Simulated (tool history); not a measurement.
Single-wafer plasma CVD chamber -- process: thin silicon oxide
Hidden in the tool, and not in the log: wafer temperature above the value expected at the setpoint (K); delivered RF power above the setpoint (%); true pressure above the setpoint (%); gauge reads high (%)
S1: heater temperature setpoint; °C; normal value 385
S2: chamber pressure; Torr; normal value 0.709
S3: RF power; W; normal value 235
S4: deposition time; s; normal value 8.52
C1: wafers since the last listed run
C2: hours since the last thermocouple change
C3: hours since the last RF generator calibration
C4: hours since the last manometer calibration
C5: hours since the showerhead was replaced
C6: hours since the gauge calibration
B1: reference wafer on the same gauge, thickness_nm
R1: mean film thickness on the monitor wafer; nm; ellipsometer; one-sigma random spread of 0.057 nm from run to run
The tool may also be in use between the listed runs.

run,day,S1,S2,S3,S4,C1,C2,C3,C4,C5,C6,B1,R1
1,0.000,385,0.709,235,8.52,0,1229.8,237.3,919.3,1643.6,38.4,14.270,11.901
2,2.188,385,0.709,235,8.52,2461,1282.3,289.8,971.8,1696.1,90.9,14.314,11.913
3,4.654,385,0.709,235,8.52,2775,1341.5,349.0,1031.0,1755.3,150.1,14.299,11.793
4,5.762,385,0.709,235,8.52,1247,1368.1,375.6,1057.6,1781.9,176.7,14.285,11.943
5,7.792,385,0.709,235,8.52,2283,1416.8,424.3,1106.3,1830.6,225.4,14.302,11.826
6,9.871,385,0.709,235,8.52,2339,1466.7,474.2,1156.2,1880.5,275.3,14.304,11.876
7,12.600,385,0.709,235,8.52,3070,1532.2,539.7,1221.7,1946.0,340.8,14.308,11.805
8,14.933,385,0.817,235,8.52,2625,1588.2,595.7,1277.7,2002.0,396.8,14.300,13.474
9,16.054,385,0.817,235,8.52,1261,1615.1,622.6,1304.6,2028.9,423.7,14.305,13.514
# day 17.375: thermocouple changed; heater temperature recalibrated
10,18.417,385,0.817,235,8.52,2283,25.0,679.3,1361.3,2085.6,480.4,14.297,13.411
11,22.838,385,0.709,235,8.52,4974,131.1,785.4,1467.4,2191.7,586.5,14.306,11.645
12,24.871,385,0.709,235,8.52,2287,179.9,834.2,1516.2,2240.5,635.3,14.317,11.565
13,26.196,385,0.709,235,8.52,1490,211.7,866.0,1548.0,2272.3,667.1,14.295,11.617
# day 28.296: showerhead replaced
# day 28.917: RF generator calibrated
14,28.938,394,0.709,235,9.84,2334,277.5,0.5,1613.8,15.4,732.9,14.299,13.757
15,29.712,398,0.537,270,7.48,871,296.1,19.1,1632.4,34.0,751.5,14.312,8.620
16,32.633,398,0.709,235,8.52,3286,366.2,89.2,1702.5,104.1,821.6,14.290,11.943
17,34.767,385,0.709,235,8.52,2400,417.4,140.4,1753.7,155.3,872.8,14.286,11.983
# day 36.942: gauge calibrated
18,37.696,371,0.709,270,8.52,3295,487.7,210.7,1824.0,225.6,18.1,14.303,13.296
# day 39.733: capacitance manometer re-zeroed and calibrated
19,39.754,385,0.709,235,8.52,1940,537.1,260.1,0.5,275.0,67.5,14.292,11.847
20,42.000,385,0.764,200,8.52,2526,591.0,314.0,54.4,328.9,121.4,14.308,11.265
21,44.238,385,0.798,265,9.28,2517,644.7,367.7,108.1,382.6,175.1,14.308,15.801
22,45.938,385,0.709,235,8.52,1912,685.5,408.5,148.9,423.4,215.9,14.298,11.845
23,47.575,379,0.873,250,9.26,1842,724.8,447.8,188.2,462.7,255.2,14.296,16.453
24,49.325,385,0.819,235,7.24,1968,766.8,489.8,230.2,504.7,297.2,14.316,11.609
25,50.871,385,0.709,235,8.52,1739,803.9,526.9,267.3,541.8,334.3,14.315,11.822
26,52.183,385,0.709,235,8.52,1476,835.4,558.4,298.8,573.3,365.8,14.316,11.841

Table of differences, measured result less the result of that run with no hidden state. Run-to-run variation is the same in both. Gauge scatter possibly is not:
run,R1
1,-0.039
2,-0.054
3,-0.073
4,-0.084
5,-0.104
6,-0.128
7,-0.163
8,-0.226
9,-0.247
10,-0.291
11,-0.337
12,-0.380
13,-0.411
14,-0.023
15,-0.013
16,-0.023
17,-0.031
18,-0.043
19,-0.055
20,-0.073
21,-0.108
22,-0.107
23,-0.164
24,-0.143
25,-0.166
26,-0.185

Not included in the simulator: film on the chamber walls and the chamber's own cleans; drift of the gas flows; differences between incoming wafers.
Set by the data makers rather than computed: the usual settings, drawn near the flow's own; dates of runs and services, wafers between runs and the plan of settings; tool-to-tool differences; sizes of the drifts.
